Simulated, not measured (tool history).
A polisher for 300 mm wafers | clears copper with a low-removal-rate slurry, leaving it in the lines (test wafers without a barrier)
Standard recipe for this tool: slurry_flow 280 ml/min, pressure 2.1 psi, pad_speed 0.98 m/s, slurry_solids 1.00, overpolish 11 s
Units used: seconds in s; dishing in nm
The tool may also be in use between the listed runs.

run,day,slurry_flow,pressure,pad_speed,slurry_solids,overpolish,"incoming thickness of the incoming film, nm",seconds,dishing
1,0.000,280,2.1,0.98,1.00,11,225.7,116.4,14.2
2,1.925,280,2.1,0.98,1.00,11,232.1,118.6,14.0
3,3.454,280,2.1,0.98,1.00,11,234.2,119.0,14.2
4,4.562,280,2.1,0.98,1.00,11,229.8,117.3,13.6
5,6.629,280,2.1,0.98,1.00,11,231.9,117.5,14.1
6,9.612,280,2.1,0.98,1.00,11,227.0,120.9,13.8
7,11.779,280,2.1,0.98,1.00,11,228.7,120.4,14.1
8,13.238,280,2.1,0.98,1.00,11,230.3,122.4,13.6
9,15.546,280,2.1,0.98,1.00,11,228.3,109.7,14.8
10,16.804,280,2.1,0.98,1.00,11,228.7,110.0,14.2
11,17.862,280,2.1,0.98,1.25,17,230.3,104.6,20.3
12,19.188,280,2.1,0.98,1.00,11,226.1,108.5,14.3
13,21.229,280,2.6,0.98,0.80,11,232.3,100.6,15.6
14,23.204,280,2.1,0.98,1.00,8,231.5,115.1,11.2
15,26.167,280,1.4,0.64,1.00,11,229.8,233.0,7.8
16,27.404,280,2.1,1.28,1.00,11,230.6,91.2,16.6
17,30.167,280,1.5,0.98,1.00,11,228.5,151.0,11.0
18,32.817,280,1.6,0.98,1.00,11,233.6,149.1,11.9
19,33.933,280,2.1,0.98,1.00,11,232.8,116.4,13.6
20,36.817,240,1.6,0.98,1.00,11,229.5,148.2,11.4
21,39.579,340,2.1,0.76,1.20,16,230.4,139.0,16.7
22,41.517,280,2.1,0.98,1.00,11,231.1,120.4,13.7
23,43.717,310,1.6,1.28,1.00,17,231.7,112.3,19.2
24,45.096,280,2.1,0.98,1.00,11,227.4,118.9,13.5
25,47.800,280,2.1,0.98,1.00,11,231.5,122.2,13.6
26,50.621,325,2.1,1.26,1.20,13,230.4,80.7,20.6
27,53.121,235,1.5,0.98,0.85,9,234.9,159.7,9.3

Taken out of this log: 11 entries between the listed runs. Where each belongs, and how the hidden state differs across it:
In the gap between runs 4 and 5: worn pad replaced by a new one (day 5.450); slurry blender recalibrated (day 6.308)
  slurry flow missing at the pad, %: 39.5 -> 40
  the result without the hidden state subtracted from the measured one, seconds: +8.3 -> +8.5 s; dishing: -0.8 -> -0.9 nm
In the gap between runs 5 and 6: head pressure recalibrated (day 8.392)
  slurry flow missing at the pad, %: 40 -> 40.7
  the result without the hidden state subtracted from the measured one, seconds: +8.5 -> +9.0 s; dishing: -0.9 -> -0.9 nm
In the gap between runs 8 and 9: slurry nozzle cleaned (day 14.200)
  slurry flow missing at the pad, %: 41.3 -> 7.15
  the result without the hidden state subtracted from the measured one, seconds: +9.3 -> +0.9 s; dishing: -0.8 -> -0.1 nm
In the gap between runs 11 and 12: slurry blender recalibrated (day 18.475)
  slurry flow missing at the pad, %: 14.3 -> 17.7
  the result without the hidden state subtracted from the measured one, seconds: +1.8 -> +2.5 s; dishing: -0.3 -> -0.3 nm
In the gap between runs 12 and 13: worn pad replaced by a new one (day 20.717)
  slurry flow missing at the pad, %: 17.7 -> 22.3
  the result without the hidden state subtracted from the measured one, seconds: +2.5 -> +3.1 s; dishing: -0.3 -> -0.4 nm
In the gap between runs 17 and 18: slurry blender recalibrated (day 32.717); worn pad replaced by a new one (day 32.796)
  slurry flow missing at the pad, %: 34.6 -> 36.7
  the result without the hidden state subtracted from the measured one, seconds: +8.7 -> +9.4 s; dishing: -0.6 -> -0.6 nm
In the gap between runs 24 and 25: slurry blender recalibrated (day 46.412); worn pad replaced by a new one (day 47.367)
  slurry flow missing at the pad, %: 41.9 -> 42.4
  the result without the hidden state subtracted from the measured one, seconds: +9.3 -> +9.7 s; dishing: -0.9 -> -0.9 nm
In the gap between runs 25 and 26: slurry nozzle cleaned (day 50.158)
  slurry flow missing at the pad, %: 42.4 -> 3.08
  the result without the hidden state subtracted from the measured one, seconds: +9.7 -> +0.2 s; dishing: -0.9 -> +0.0 nm

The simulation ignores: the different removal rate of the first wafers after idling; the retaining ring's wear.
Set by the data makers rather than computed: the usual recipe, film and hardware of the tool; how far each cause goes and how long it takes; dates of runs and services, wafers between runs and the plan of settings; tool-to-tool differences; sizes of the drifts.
